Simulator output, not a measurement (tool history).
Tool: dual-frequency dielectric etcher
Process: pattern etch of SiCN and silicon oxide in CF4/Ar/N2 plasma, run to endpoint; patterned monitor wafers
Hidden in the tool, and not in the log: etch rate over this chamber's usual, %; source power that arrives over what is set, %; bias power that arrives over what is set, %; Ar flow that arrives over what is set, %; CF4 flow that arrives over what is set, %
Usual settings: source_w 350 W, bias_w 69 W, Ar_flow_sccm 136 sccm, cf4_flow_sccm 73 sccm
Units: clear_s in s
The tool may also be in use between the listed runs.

| run | hour | source_w | bias_w | Ar_flow_sccm | cf4_flow_sccm | wafers since the last listed run | hours since the last wet clean | hours since the last source power generator calibration | hours since the last bias power generator calibration | hours since the last Ar flow controller change | hours since the last CF4 flow controller change | hours since the last upper electrode change | incoming incoming film thickness, nm | clear_s |
|---|---|---|---|---|---|---|---|---|---|---|---|---|---|---|
| 1 | 0.0 | 350 | 69 | 136 | 73 | 0 | 365.1 | 3802.2 | 4511.1 | 4788.8 | 1807.4 | 1901.6 | 8.97 | 14.2 |
| 2 | 25.5 | 350 | 69 | 136 | 73 | 565 | 390.6 | 3827.7 | 4536.6 | 4814.3 | 1832.9 | 1927.1 | 8.98 | 14.2 |
| 3 | 64.7 | 330 | 69 | 136 | 66 | 869 | 429.8 | 3866.9 | 4575.8 | 4853.5 | 1872.1 | 1966.3 | 8.96 | 15.2 |
| 4 | 92.1 | 350 | 69 | 136 | 73 | 607 | 457.2 | 3894.3 | 4603.2 | 4880.9 | 1899.5 | 1993.7 | 9.01 | 14.2 |
|  | 133.1 | wet clean of the chamber |
| 5 | 149.7 | 350 | 69 | 136 | 73 | 745 | 16.6 | 3951.9 | 4660.8 | 4938.5 | 1957.1 | 2051.3 | 9.06 | 14.6 |
| 6 | 194.9 | 350 | 69 | 136 | 73 | 1002 | 61.8 | 3997.1 | 4706.0 | 4983.7 | 2002.3 | 2096.5 | 9.06 | 14.6 |
|  | 224.4 | bias power generator calibrated |
| 7 | 309.0 | 270 | 69 | 154 | 64 | 2442 | 175.9 | 4111.2 | 84.6 | 5097.8 | 2116.4 | 2210.6 | 9.05 | 19.7 |
|  | 321.6 | CF4 flow controller replaced |
| 8 | 369.1 | 350 | 69 | 106 | 86 | 1200 | 236.0 | 4171.3 | 144.7 | 5157.9 | 47.5 | 2270.7 | 9.06 | 13.4 |
| 9 | 402.8 | 320 | 69 | 136 | 73 | 747 | 269.7 | 4205.0 | 178.4 | 5191.6 | 81.2 | 2304.4 | 8.97 | 15.7 |
|  | 429.4 | source power generator calibrated |
| 10 | 444.6 | 350 | 83 | 149 | 73 | 838 | 311.5 | 15.2 | 220.2 | 5233.4 | 123.0 | 2346.2 | 9.10 | 12.9 |
| 11 | 476.4 | 280 | 69 | 147 | 73 | 705 | 343.3 | 47.0 | 252.0 | 5265.2 | 154.8 | 2378.0 | 8.97 | 17.4 |
| 12 | 535.1 | 350 | 69 | 120 | 73 | 1302 | 402.0 | 105.7 | 310.7 | 5323.9 | 213.5 | 2436.7 | 8.93 | 13.1 |
| 13 | 606.0 | 270 | 58 | 136 | 59 | 1572 | 472.9 | 176.6 | 381.6 | 5394.8 | 284.4 | 2507.6 | 9.07 | 19.8 |
| 14 | 655.8 | 320 | 69 | 136 | 73 | 1104 | 522.7 | 226.4 | 431.4 | 5444.6 | 334.2 | 2557.4 | 8.94 | 14.7 |
|  | 673.7 | Ar flow controller replaced |
|  | 726.2 | upper electrode replaced |
| 15 | 726.7 | 350 | 69 | 103 | 73 | 907 | 593.6 | 297.3 | 502.3 | 53.0 | 405.1 | 0.5 | 8.96 | 12.7 |
|  | 754.4 | wet clean of the chamber |
| 16 | 754.9 | 350 | 69 | 136 | 63 | 93 | 0.5 | 325.5 | 530.5 | 81.2 | 433.3 | 28.7 | 8.93 | 13.9 |
| 17 | 792.7 | 390 | 82 | 158 | 91 | 838 | 38.3 | 363.3 | 568.3 | 119.0 | 471.1 | 66.5 | 9.04 | 11.6 |
| 18 | 818.3 | 350 | 69 | 136 | 73 | 567 | 63.9 | 388.9 | 593.9 | 144.6 | 496.7 | 92.1 | 9.00 | 13.7 |
| 19 | 889.0 | 350 | 69 | 136 | 73 | 1568 | 134.6 | 459.6 | 664.6 | 215.3 | 567.4 | 162.8 | 8.94 | 13.8 |
| 20 | 946.5 | 350 | 69 | 153 | 62 | 1275 | 192.1 | 517.1 | 722.1 | 272.8 | 624.9 | 220.3 | 8.96 | 14.3 |
| 21 | 982.4 | 300 | 69 | 136 | 88 | 796 | 228.0 | 553.0 | 758.0 | 308.7 | 660.8 | 256.2 | 9.06 | 15.9 |
| 22 | 1033.8 | 350 | 69 | 136 | 73 | 1140 | 279.4 | 604.4 | 809.4 | 360.1 | 712.2 | 307.6 | 9.02 | 13.7 |
| 23 | 1086.7 | 260 | 82 | 109 | 68 | 1173 | 332.3 | 657.3 | 862.3 | 413.0 | 765.1 | 360.5 | 9.00 | 16.7 |
| 24 | 1261.9 | 350 | 69 | 136 | 88 | 3887 | 507.5 | 832.5 | 1037.5 | 588.2 | 940.3 | 535.7 | 9.04 | 13.3 |

Forecast each of these 4 alternatives for the next run:
| A | 1262.3 | 350 | 69 | 136 | 73 | 8 | 507.9 | 832.9 | 1037.9 | 588.6 | 940.7 | 536.1 | 8.95 | ? |
| B | 1262.3 | 350 | 52 | 136 | 73 | 8 | 507.9 | 832.9 | 1037.9 | 588.6 | 940.7 | 536.1 | 8.95 | ? |
| C | 1262.3 | 350 | 69 | 119 | 85 | 8 | 507.9 | 832.9 | 1037.9 | 588.6 | 940.7 | 536.1 | 8.95 | ? |
| D | 1262.3 | 320 | 69 | 150 | 83 | 8 | 507.9 | 832.9 | 1037.9 | 588.6 | 940.7 | 536.1 | 8.95 | ? |

| run | clear_s |
|---|---|
| A | 13.5 |
| B | 15.2 |
| C | 12.9 |
| D | 14.9 |
Without the tool's hidden state the same runs would have given:
| run | clear_s |
|---|---|
| A | 13.6 |
| B | 15.3 |
| C | 13.0 |
| D | 15.0 |
